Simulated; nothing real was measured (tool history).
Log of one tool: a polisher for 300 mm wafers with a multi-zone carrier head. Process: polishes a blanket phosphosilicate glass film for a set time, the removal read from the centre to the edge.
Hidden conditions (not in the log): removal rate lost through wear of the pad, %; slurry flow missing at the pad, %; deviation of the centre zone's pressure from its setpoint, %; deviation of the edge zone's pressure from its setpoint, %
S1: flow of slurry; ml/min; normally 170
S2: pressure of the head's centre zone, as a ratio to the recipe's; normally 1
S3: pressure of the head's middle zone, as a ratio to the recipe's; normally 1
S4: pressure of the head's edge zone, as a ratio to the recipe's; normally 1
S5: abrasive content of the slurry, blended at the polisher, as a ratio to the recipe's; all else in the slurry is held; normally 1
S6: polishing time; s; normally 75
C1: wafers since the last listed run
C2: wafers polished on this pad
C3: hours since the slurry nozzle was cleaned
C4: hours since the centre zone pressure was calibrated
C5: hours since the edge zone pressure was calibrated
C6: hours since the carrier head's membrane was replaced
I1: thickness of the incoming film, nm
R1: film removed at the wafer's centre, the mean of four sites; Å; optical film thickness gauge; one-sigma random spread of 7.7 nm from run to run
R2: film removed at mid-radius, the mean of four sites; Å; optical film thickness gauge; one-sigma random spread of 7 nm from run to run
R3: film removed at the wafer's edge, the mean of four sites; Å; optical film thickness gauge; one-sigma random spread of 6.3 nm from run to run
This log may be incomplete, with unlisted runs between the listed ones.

Run 1, hour 0: usual settings but S6 85 s; C1 0; C2 180; C3 195.9; C4 697.5; C5 506.5; C6 864; I1 3442.6. Result: R1 5821 Å, R2 5974 Å, R3 5963 Å.
Run 2, hour 33.2: usual settings but S6 85 s; C1 457; C2 638; C3 229.1; C4 730.7; C5 539.7; C6 897.2; I1 3441.7. Result: R1 5709 Å, R2 5751 Å, R3 5834 Å.
Run 3, hour 47.9: usual settings; C1 202; C2 840; C3 243.8; C4 745.4; C5 554.4; C6 911.9; I1 3442.8. Result: R1 4851 Å, R2 5152 Å, R3 5072 Å.
Run 4, hour 64.2: usual settings but S1 145 ml/min; C1 224; C2 1065; C3 260.1; C4 761.7; C5 570.7; C6 928.2; I1 3453.5. Result: R1 4742 Å, R2 4735 Å, R3 4980 Å.
Run 5, hour 96.9: usual settings but S1 145 ml/min; C1 450; C2 1516; C3 292.8; C4 794.4; C5 603.4; C6 960.9; I1 3522.6. Result: R1 4681 Å, R2 4703 Å, R3 4827 Å.
Run 6, hour 127.2: usual settings but S1 145 ml/min; C1 417; C2 1934; C3 323.1; C4 824.7; C5 633.7; C6 991.2; I1 3403.4. Result: R1 4392 Å, R2 4484 Å, R3 4666 Å.
At hour 134.2: worn pad replaced by a new one.
Run 7, hour 141.6: usual settings but S2 0.92, S6 68 s; C1 143; C2 102; C3 337.5; C4 839.1; C5 648.1; C6 1005.6; I1 3445.3. Result: R1 4422 Å, R2 4771 Å, R3 4984 Å.
Run 8, hour 164.2: usual settings but S3 1.06, S6 58 s; C1 311; C2 413; C3 360.1; C4 861.7; C5 670.7; C6 1028.2; I1 3433. Result: R1 4012 Å, R2 4321 Å, R3 4152 Å.
Run 9, hour 177.3: usual settings; C1 180; C2 594; C3 373.2; C4 874.8; C5 683.8; C6 1041.3; I1 3399.3. Result: R1 5117 Å, R2 5251 Å, R3 5201 Å.
Run 10, hour 205.8: usual settings; C1 392; C2 987; C3 401.7; C4 903.3; C5 712.3; C6 1069.8; I1 3482.4. Result: R1 4887 Å, R2 5085 Å, R3 5083 Å.
At hour 240.7: centre zone pressure recalibrated.
Run 11, hour 241.2: usual settings but S1 220 ml/min, S2 1.11, S3 1.11; C1 460; C2 1447; C3 437.1; C4 0.5; C5 747.7; C6 1105.2; I1 3528.3. Result: R1 5523 Å, R2 5543 Å, R3 5160 Å.
Run 12, hour 253.4: usual settings but S3 1.1, S4 0.88, S6 92 s; C1 168; C2 1615; C3 449.3; C4 12.7; C5 759.9; C6 1117.4; I1 3471.6. Result: R1 5787 Å, R2 6454 Å, R3 5632 Å.
At hour 279.3: worn pad replaced by a new one.
Run 13, hour 280.6: usual settings; C1 319; C2 18; C3 476.5; C4 39.9; C5 787.1; C6 1144.6; I1 3426.9. Result: R1 5280 Å, R2 5386 Å, R3 5483 Å.
Run 14, hour 300.1: usual settings but S5 0.8; C1 268; C2 287; C3 496; C4 59.4; C5 806.6; C6 1164.1; I1 3454.5. Result: R1 4562 Å, R2 4637 Å, R3 4733 Å.
Run 15, hour 313: usual settings; C1 177; C2 465; C3 508.9; C4 72.3; C5 819.5; C6 1177; I1 3492.5. Result: R1 5298 Å, R2 5236 Å, R3 5313 Å.
At hour 334.4: slurry nozzle cleaned.
At hour 342.6: carrier head's membrane replaced by a new one.
At hour 375.6: edge zone pressure recalibrated.
Run 16, hour 396.5: usual settings but S2 0.92, S3 0.93; C1 1040; C2 1505; C3 62.1; C4 155.8; C5 20.9; C6 53.9; I1 3523.9. Result: R1 4311 Å, R2 4469 Å, R3 4902 Å.
Run 17, hour 428.6: usual settings but S1 220 ml/min, S2 1.11, S3 0.89; C1 442; C2 1948; C3 94.2; C4 187.9; C5 53; C6 86; I1 3409.1. Result: R1 5541 Å, R2 4563 Å, R3 5056 Å.
At hour 438.7: worn pad replaced by a new one.
Run 18, hour 453.2: usual settings but S1 200 ml/min, S4 1.08; C1 283; C2 200; C3 118.8; C4 212.5; C5 77.6; C6 110.6; I1 3498.8. Result: R1 5347 Å, R2 5361 Å, R3 5665 Å.
Run 19, hour 481.1: usual settings but S4 0.94, S6 50 s; C1 384; C2 584; C3 146.7; C4 240.4; C5 105.5; C6 138.5; I1 3424.9. Result: R1 3435 Å, R2 3391 Å, R3 3400 Å.
Run 20, hour 509: usual settings but S2 0.96, S4 0.91; C1 384; C2 969; C3 174.6; C4 268.3; C5 133.4; C6 166.4; I1 3493.8. Result: R1 4701 Å, R2 5094 Å, R3 4916 Å.
Run 21, hour 526.3: usual settings; C1 238; C2 1207; C3 191.9; C4 285.6; C5 150.7; C6 183.7; I1 3430.4. Result: R1 4969 Å, R2 4974 Å, R3 5065 Å.

What if the next run were any one of these 4? Each begins from the tool's condition after run 21:
Run A, hour 526.7: usual settings; C1 5; C2 1213; C3 192.3; C4 286; C5 151.1; C6 184.1; I1 3485.3. Result: R1 ?, R2 ?, R3 ?.
Run B, hour 526.7: usual settings but S2 1.12, S5 0.8, S6 98 s; C1 5; C2 1213; C3 192.3; C4 286; C5 151.1; C6 184.1; I1 3485.3. Result: R1 ?, R2 ?, R3 ?.
Run C, hour 526.7: usual settings but S1 195 ml/min, S5 1.15; C1 5; C2 1213; C3 192.3; C4 286; C5 151.1; C6 184.1; I1 3485.3. Result: R1 ?, R2 ?, R3 ?.
Run D, hour 526.7: usual settings but S5 1.2, S6 49 s; C1 5; C2 1213; C3 192.3; C4 286; C5 151.1; C6 184.1; I1 3485.3. Result: R1 ?, R2 ?, R3 ?.

run    R1    R2    R3
  A  4872  4996  4922
  B  6361  5815  5732
  C  5334  5453  5339
  D  3458  3545  3493
Stripped of hidden state, with their random variation kept, the same runs would have yielded:
run    R1    R2    R3
  A  5306  5440  5360
  B  6927  6332  6242
  C  5809  5939  5814
  D  3765  3861  3803
